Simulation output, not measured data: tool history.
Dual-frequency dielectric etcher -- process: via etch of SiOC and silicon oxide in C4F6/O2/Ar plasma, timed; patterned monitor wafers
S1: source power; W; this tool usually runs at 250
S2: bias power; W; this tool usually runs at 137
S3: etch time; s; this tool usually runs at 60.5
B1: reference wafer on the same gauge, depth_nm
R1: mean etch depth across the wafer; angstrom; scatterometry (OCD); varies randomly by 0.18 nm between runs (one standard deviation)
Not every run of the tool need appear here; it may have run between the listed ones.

run,hour,S1,S2,S3,B1,R1
1,0,250,137,60.5,50.3,469
2,35.7,250,137,60.5,50.3,465
3,48.2,250,137,60.5,50.3,468
# hour 69.3: source power generator calibrated
# hour 98.4: wet clean of the chamber
4,98.9,250,137,60.5,50.3,492
5,103.7,250,137,60.5,50.3,492
6,137.3,250,137,60.5,50.3,490
7,164.6,250,137,60.5,50.3,486
# hour 177.2: gauge calibrated
8,187.7,250,137,60.5,50.3,487
# hour 233: upper electrode replaced
9,233.5,250,148,70.5,50.3,576
10,233.8,250,127,60.5,50.3,479
11,247.9,250,148,70.5,50.3,578
12,263.8,250,137,60.5,50.3,486
# hour 298.6: wet clean of the chamber, repeated, since the last time left the tool worse
13,299.1,310,137,60.5,50.3,524
14,300.9,230,137,60.5,50.3,455
15,326.1,280,157,51.5,50.3,443
16,338.8,250,137,60.5,50.3,476
17,351.4,270,137,60.5,50.3,492
18,449.5,250,137,60.5,50.3,472
19,473.8,250,137,60.5,50.3,470
20,490.7,250,137,60.5,50.3,472
21,518.6,200,104,47,50.2,308
22,548.4,250,118,60.5,50.3,453
23,561.8,200,104,47,50.3,309
24,575.5,270,137,45.5,50.3,365
25,595.3,250,169,60.5,50.3,492
# hour 652.6: wet clean of the chamber
26,653.1,250,137,60.5,50.3,475
27,653.4,250,160,60.5,50.3,492
28,667,310,156,43,50.3,384
29,701.4,230,148,68,50.3,519
30,724.4,250,137,60.5,50.3,471
31,750.3,310,156,43,50.3,381

Pick out some run-to-run changes in R1. Of each, how much would a tool without hidden state show as well, from the settings, what came in and chance, and how much is left for the hidden state and any gauge scatter not in both results compared?
The hidden state here: etch rate over this chamber's usual, %; source power that arrives over what is set, %; bias power that arrives over what is set, %; gauge reads high (%).
Run 3 -> 4: source power generator calibrated, wet clean of the chamber. R1 +24 angstrom: hidden state +24, all else +0.
Run 12 -> 13: S1 250 -> 310, wet clean of the chamber, repeated, since the last time left the tool worse. R1 +38 angstrom: hidden state -11, all else +49.
Run 20 -> 21: S1 250 -> 200, S2 137 -> 104, S3 60.5 -> 47. R1 -164 angstrom: hidden state +1, all else -165.
Run 21 -> 22: S1 200 -> 250, S2 104 -> 118, S3 47 -> 60.5. R1 +145 angstrom: hidden state -3, all else +148.
Run 22 -> 23: S1 250 -> 200, S2 118 -> 104, S3 60.5 -> 47. R1 -144 angstrom: hidden state +2, all else -146.
Run 25 -> 26: S2 169 -> 137, wet clean of the chamber. R1 -17 angstrom: hidden state +7, all else -24.

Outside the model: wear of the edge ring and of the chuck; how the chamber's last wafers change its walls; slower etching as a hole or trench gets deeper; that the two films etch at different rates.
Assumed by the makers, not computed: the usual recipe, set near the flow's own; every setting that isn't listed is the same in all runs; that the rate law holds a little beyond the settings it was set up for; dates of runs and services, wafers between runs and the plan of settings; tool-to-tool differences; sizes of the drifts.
